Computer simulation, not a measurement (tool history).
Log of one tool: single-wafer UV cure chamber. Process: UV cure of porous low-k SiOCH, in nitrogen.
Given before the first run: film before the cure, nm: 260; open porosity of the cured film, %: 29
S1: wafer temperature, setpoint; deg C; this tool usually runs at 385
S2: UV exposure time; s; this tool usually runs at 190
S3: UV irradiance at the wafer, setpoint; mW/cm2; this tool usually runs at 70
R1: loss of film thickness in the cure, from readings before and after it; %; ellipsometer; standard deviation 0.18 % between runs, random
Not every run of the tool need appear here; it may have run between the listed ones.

| run | hour | S1 | S2 | S3 | R1 |
|---|---|---|---|---|---|
| 1 | 0 | 385 | 190 | 88 | 11.5 |
| 2 | 32.6 | 385 | 190 | 88 | 11.718 |
| 3 | 47.1 | 395 | 190 | 70 | 10.648 |
| 4 | 83 | 395 | 190 | 70 | 10.332 |
|  | 112.8 | quartz window cleaned |
| 5 | 113.3 | 385 | 190 | 70 | 10.752 |
| 6 | 146.8 | 385 | 190 | 70 | 10.693 |
| 7 | 167.8 | 385 | 190 | 70 | 10.218 |
| 8 | 184.3 | 385 | 190 | 101 | 12.227 |
| 9 | 276.1 | 385 | 190 | 101 | 11.409 |
| 10 | 293.4 | 385 | 190 | 101 | 12.094 |
| 11 | 321 | 385 | 190 | 70 | 9.753 |
|  | 346.7 | quartz window cleaned |
| 12 | 347.6 | 399 | 190 | 70 | 11.603 |
| 13 | 366.8 | 399 | 190 | 70 | 10.971 |
| 14 | 389 | 385 | 190 | 92 | 11.86 |
| 15 | 450 | 385 | 190 | 70 | 10.193 |
|  | 479 | UV bulbs replaced |
| 16 | 483.3 | 385 | 190 | 70 | 9.93 |
| 17 | 509.7 | 385 | 190 | 70 | 10.012 |
| 18 | 541.4 | 385 | 190 | 70 | 10.156 |
|  | 575.2 | quartz window cleaned |
| 19 | 575.6 | 397 | 190 | 70 | 11.413 |
| 20 | 605.2 | 397 | 190 | 70 | 11.16 |
| 21 | 631.2 | 397 | 190 | 70 | 11.064 |
| 22 | 659.2 | 385 | 190 | 70 | 10.696 |
| 23 | 686.9 | 385 | 190 | 70 | 10.279 |
| 24 | 706.8 | 385 | 190 | 70 | 10.253 |
| 25 | 739.6 | 385 | 120 | 96 | 9.428 |
| 26 | 768.8 | 400 | 190 | 70 | 10.274 |
| 27 | 791.2 | 385 | 240 | 57 | 10.301 |
| 28 | 806.4 | 385 | 190 | 70 | 9.983 |
| 29 | 821.1 | 385 | 190 | 51 | 8.732 |
|  | 847 | quartz window cleaned |
| 30 | 847.5 | 385 | 190 | 40 | 8.51 |
| 31 | 864.2 | 385 | 190 | 40 | 8.257 |
| 32 | 878.3 | 399 | 190 | 70 | 11.07 |
| 33 | 913.9 | 372 | 155 | 48 | 7.392 |
| 34 | 950.7 | 399 | 145 | 40 | 6.72 |
| 35 | 1008.7 | 385 | 190 | 70 | 9.76 |
| 36 | 1042.4 | 373 | 300 | 70 | 11.861 |
| 37 | 1056.9 | 385 | 190 | 70 | 10.043 |
| 38 | 1091.8 | 385 | 190 | 48 | 8.143 |
|  | 1110.6 | quartz window cleaned |
| 39 | 1114.2 | 385 | 190 | 70 | 11.077 |
| 40 | 1127.4 | 385 | 190 | 70 | 10.957 |
| 41 | 1140.9 | 371 | 135 | 85 | 10.105 |
| 42 | 1175.1 | 385 | 90 | 70 | 7.19 |
| 43 | 1201.4 | 391 | 190 | 55 | 9.168 |
| 44 | 1216 | 405 | 190 | 107 | 13.093 |
| 45 | 1246.3 | 385 | 190 | 70 | 10.322 |
| 46 | 1267.5 | 385 | 85 | 97 | 8.061 |
| 47 | 1297.5 | 395 | 270 | 109 | 14.099 |
| 48 | 1313.2 | 374 | 190 | 70 | 10.027 |
| 49 | 1331.8 | 396 | 110 | 80 | 8.335 |

Branching from run 49: 4 alternative next runs. What would each branch give?
| A | 1332.3 | 385 | 190 | 70 | ? |
| B | 1332.3 | 378 | 190 | 70 | ? |
| C | 1332.3 | 400 | 85 | 40 | ? |
| D | 1332.3 | 385 | 275 | 101 | ? |

| run | R1 |
|---|---|
| A | 10.237 |
| B | 10.098 |
| C | 4.519 |
| D | 13.934 |
With the hidden condition removed and each run's random variation left untouched, the same runs would have given:
| run | R1 |
|---|---|
| A | 11.317 |
| B | 11.176 |
| C | 5.331 |
| D | 15.085 |

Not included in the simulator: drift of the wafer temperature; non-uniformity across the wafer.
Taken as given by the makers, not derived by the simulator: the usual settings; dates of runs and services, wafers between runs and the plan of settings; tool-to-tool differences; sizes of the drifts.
